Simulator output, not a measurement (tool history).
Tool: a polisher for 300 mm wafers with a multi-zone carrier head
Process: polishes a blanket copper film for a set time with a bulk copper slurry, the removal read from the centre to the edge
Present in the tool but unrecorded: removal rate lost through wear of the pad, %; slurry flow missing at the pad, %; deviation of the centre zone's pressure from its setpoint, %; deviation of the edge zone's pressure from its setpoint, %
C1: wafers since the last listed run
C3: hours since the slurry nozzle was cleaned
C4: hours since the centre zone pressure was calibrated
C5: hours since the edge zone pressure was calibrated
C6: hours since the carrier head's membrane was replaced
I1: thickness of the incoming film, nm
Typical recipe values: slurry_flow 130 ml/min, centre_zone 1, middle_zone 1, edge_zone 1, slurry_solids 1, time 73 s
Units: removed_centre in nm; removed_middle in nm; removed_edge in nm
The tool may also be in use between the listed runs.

Run 1, hour 0: usual settings but centre_zone 1.08, slurry_solids 1.1, time 65 s; C1 0; wafers polished on this pad 54; C3 681.6; C4 1053.1; C5 86.4; C6 67.1; I1 2989.6. Result: removed_centre 691.8 nm, removed_middle 626.6 nm, removed_edge 644.7 nm.
Run 2, hour 6.6: usual settings but slurry_solids 0.8; C1 83; wafers polished on this pad 137; C3 688.2; C4 1059.7; C5 93; C6 73.7; I1 3005.1. Result: removed_centre 633.6 nm, removed_middle 620.4 nm, removed_edge 642.5 nm.
Run 3, hour 18.6: usual settings; C1 150; wafers polished on this pad 288; C3 700.2; C4 1071.7; C5 105; C6 85.7; I1 3043.3. Result: removed_centre 692 nm, removed_middle 674.4 nm, removed_edge 702 nm.
Run 4, hour 27.1: usual settings but slurry_flow 95 ml/min, middle_zone 0.9, slurry_solids 1.25, time 55 s; C1 106; wafers polished on this pad 395; C3 708.7; C4 1080.2; C5 113.5; C6 94.2; I1 3006.2. Result: removed_centre 521.9 nm, removed_middle 466.2 nm, removed_edge 536.9 nm.
At hour 34.9: centre zone pressure recalibrated.
Run 5, hour 57.2: usual settings; C1 353; wafers polished on this pad 748; C3 738.8; C4 22.3; C5 143.6; C6 124.3; I1 3043.3. Result: removed_centre 691.3 nm, removed_middle 686.1 nm, removed_edge 698.6 nm.
Run 6, hour 69.4: usual settings but slurry_flow 150 ml/min, middle_zone 1.11, slurry_solids 1.15, time 50 s; C1 153; wafers polished on this pad 902; C3 751; C4 34.5; C5 155.8; C6 136.5; I1 3009.2. Result: removed_centre 519.6 nm, removed_middle 549.2 nm, removed_edge 508.4 nm.
At hour 73.1: slurry nozzle cleaned.
Run 7, hour 83.5: usual settings but centre_zone 0.97, middle_zone 1.12, slurry_solids 1.2, time 98 s; C1 164; wafers polished on this pad 1066; C3 10.4; C4 48.6; C5 169.9; C6 150.6; I1 3020.3. Result: removed_centre 962.5 nm, removed_middle 1039 nm, removed_edge 986 nm.
Run 8, hour 92.3: usual settings but slurry_flow 115 ml/min; C1 110; wafers polished on this pad 1177; C3 19.2; C4 57.4; C5 178.7; C6 159.4; I1 3011.8. Result: removed_centre 679 nm, removed_middle 657 nm, removed_edge 682.7 nm.
Run 9, hour 109.4: usual settings; C1 215; wafers polished on this pad 1392; C3 36.3; C4 74.5; C5 195.8; C6 176.5; I1 3043. Result: removed_centre 694 nm, removed_middle 673.7 nm, removed_edge 687.9 nm.
At hour 128.4: worn pad replaced by a new one.
Run 10, hour 132.1: usual settings but slurry_flow 170 ml/min, centre_zone 1.1, time 87 s; C1 235; wafers polished on this pad 46; C3 59; C4 97.2; C5 218.5; C6 199.2; I1 2994.6. Result: removed_centre 963.1 nm, removed_middle 851.4 nm, removed_edge 858 nm.
Run 11, hour 140.7: usual settings but edge_zone 0.89; C1 108; wafers polished on this pad 154; C3 67.6; C4 105.8; C5 227.1; C6 207.8; I1 3055.3. Result: removed_centre 695.3 nm, removed_middle 678.8 nm, removed_edge 655 nm.
Run 12, hour 152.9: usual settings; C1 153; wafers polished on this pad 307; C3 79.8; C4 118; C5 239.3; C6 220; I1 2963.7. Result: removed_centre 693.4 nm, removed_middle 675 nm, removed_edge 688.4 nm.
Run 13, hour 161.2: usual settings but edge_zone 1.07; C1 104; wafers polished on this pad 412; C3 88.1; C4 126.3; C5 247.6; C6 228.3; I1 3057.9. Result: removed_centre 689.2 nm, removed_middle 669 nm, removed_edge 711.4 nm.
Run 14, hour 177.3: usual settings but centre_zone 0.93; C1 202; wafers polished on this pad 614; C3 104.2; C4 142.4; C5 263.7; C6 244.4; I1 2975.1. Result: removed_centre 639.8 nm, removed_middle 672.9 nm, removed_edge 702 nm.
Run 15, hour 189.6: usual settings but middle_zone 0.89, edge_zone 0.88; C1 154; wafers polished on this pad 769; C3 116.5; C4 154.7; C5 276; C6 256.7; I1 3035.2. Result: removed_centre 695.2 nm, removed_middle 606.4 nm, removed_edge 659.2 nm.
Run 16, hour 203.4: usual settings but middle_zone 1.11; C1 173; wafers polished on this pad 943; C3 130.3; C4 168.5; C5 289.8; C6 270.5; I1 2997.2. Result: removed_centre 698.7 nm, removed_middle 740.4 nm, removed_edge 689.3 nm.
Run 17, hour 219.9: usual settings but centre_zone 0.91, middle_zone 1.08, slurry_solids 1.15; C1 207; wafers polished on this pad 1150; C3 146.8; C4 185; C5 306.3; C6 287; I1 2971.8. Result: removed_centre 671 nm, removed_middle 764 nm, removed_edge 730.7 nm.
Run 18, hour 229.3: usual settings; C1 118; wafers polished on this pad 1269; C3 156.2; C4 194.4; C5 315.7; C6 296.4; I1 3010.5. Result: removed_centre 688.8 nm, removed_middle 683.8 nm, removed_edge 695.3 nm.

Predict the results of run 19:
At hour 249: worn pad replaced by a new one.
Run 19, hour 249.5: usual settings but centre_zone 1.12, edge_zone 1.05, time 83 s; C1 203; wafers polished on this pad 6; C3 176.4; C4 214.6; C5 335.9; C6 316.6; I1 2973.2. Result: removed_centre ?, removed_middle ?, removed_edge ?.

{"run 19": {"removed_centre": 885.4, "removed_middle": 753.8, "removed_edge": 815.7}}
If the tool had no hidden condition, the same run with the same run-to-run variation would have returned removed_centre 885.4 nm, removed_middle 753.8 nm, removed_edge 815.7 nm.

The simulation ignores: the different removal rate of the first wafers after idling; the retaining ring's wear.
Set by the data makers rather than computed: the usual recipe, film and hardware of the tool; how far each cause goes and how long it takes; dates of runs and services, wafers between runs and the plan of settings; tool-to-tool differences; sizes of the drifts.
